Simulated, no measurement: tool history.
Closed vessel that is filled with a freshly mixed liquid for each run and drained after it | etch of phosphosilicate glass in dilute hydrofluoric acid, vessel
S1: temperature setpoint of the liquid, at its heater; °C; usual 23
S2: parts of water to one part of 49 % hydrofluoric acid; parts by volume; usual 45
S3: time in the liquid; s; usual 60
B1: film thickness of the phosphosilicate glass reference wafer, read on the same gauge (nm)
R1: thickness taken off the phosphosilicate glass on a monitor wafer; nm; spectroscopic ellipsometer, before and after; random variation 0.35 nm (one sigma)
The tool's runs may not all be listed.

run   hour    S1  S2  S3     B1      R1
  1      0    23  45  60  69.99   71.06
  2   16.8    23  45  60     70   70.66
  3   26.1    23  45  60  70.01   70.41
  4   38.1    23  45  60  69.95   70.06
  5   49.8    23  45  60     70   70.12
  6   63.6    23  45  60  70.01   69.52
  7   74.1    23  45  60  70.01   69.79
      82.7  -- thermometer replaced
  8   85.7  21.5  45  60  70.06   65.03
  9   93.2    19  55  60  70.02   46.88
      95.7  -- hydrofluoric acid flow meter replaced
     100.2  -- gauge calibrated
 10    105  24.5  50  35  70.01   43.06
 11  116.2    18  25  45     70   87.26
 12  126.3    23  45  60  70.04   77.89
 13  133.5    19  50  45  70.01   43.81
 14  171.6    23  30  60  70.01  117.43

Forecast each of these 4 alternatives for the next run:
  A  172.3    23  45  60   ?   ?
  B  172.3  18.5  40  60   ?   ?
  C  172.3    23  45  45   ?   ?
  D  172.3    18  55  50   ?   ?

run     B1     R1
  A  70.01   76.3
  B  70.01  71.37
  C  70.01  57.23
  D  70.01  41.59
Without the tool's hidden state the same runs would have given:
run     R1
  A  78.93
  B  73.81
  C   59.2
  D  43.03

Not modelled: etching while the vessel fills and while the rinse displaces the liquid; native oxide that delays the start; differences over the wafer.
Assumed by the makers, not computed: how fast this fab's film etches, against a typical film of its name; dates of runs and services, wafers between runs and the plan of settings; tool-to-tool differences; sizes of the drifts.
